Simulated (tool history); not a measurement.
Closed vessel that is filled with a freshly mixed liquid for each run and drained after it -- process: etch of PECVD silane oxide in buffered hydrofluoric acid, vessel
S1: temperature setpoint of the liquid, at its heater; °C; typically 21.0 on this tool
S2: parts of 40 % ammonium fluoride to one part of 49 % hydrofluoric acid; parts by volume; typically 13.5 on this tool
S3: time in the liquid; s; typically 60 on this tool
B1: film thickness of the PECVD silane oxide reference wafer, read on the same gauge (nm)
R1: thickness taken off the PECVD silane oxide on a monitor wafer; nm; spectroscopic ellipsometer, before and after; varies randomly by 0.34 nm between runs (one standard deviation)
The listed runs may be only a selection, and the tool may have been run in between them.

run   hour    S1    S2  S3      B1      R1
  1    0.0  21.0  11.0  60  150.01   80.14
  2   31.4  21.0  13.5  45  149.98   48.89
  3   78.4  21.0  13.5  45  149.97   49.25
  4  110.7  21.0  13.5  45  150.02   49.10
     122.2  -- hydrofluoric acid flow meter replaced
     122.6  -- thermometer replaced
  5  128.4  23.5  13.5  60  150.00   79.47
  6  154.4  23.5  13.5  60  150.02   79.92
  7  173.8  23.5  13.5  60  149.99   79.63
  8  191.0  17.0  13.5  35  149.98   32.18
  9  217.0  21.0  13.5  30  149.98   34.42
     218.3  -- gauge calibrated
 10  237.9  21.0  13.5  80  149.98   91.15
 11  272.3  21.0  11.0  80  150.00  111.89
 12  297.0  18.5  13.5  60  149.96   59.36
 13  318.0  21.0  13.5  60  150.04   68.20
 14  341.8  21.0  13.5  60  150.02   68.21

Forecast each of these 5 alternatives for the next run:
  A  342.5  21.0  17.0  60   ?   ?
  B  342.5  25.5  18.0  60   ?   ?
  C  342.5  21.0  12.0  60   ?   ?
  D  342.5  17.0  13.5  60   ?   ?
  E  342.5  26.0  18.0  90   ?   ?

run      B1      R1
  A  150.01   54.19
  B  150.01   65.62
  C  150.01   76.30
  D  150.01   54.23
  E  150.01  101.13
Without the tool's unlogged condition, the same runs would have read:
run      R1
  A   54.95
  B   66.51
  C   77.37
  D   55.01
  E  102.50
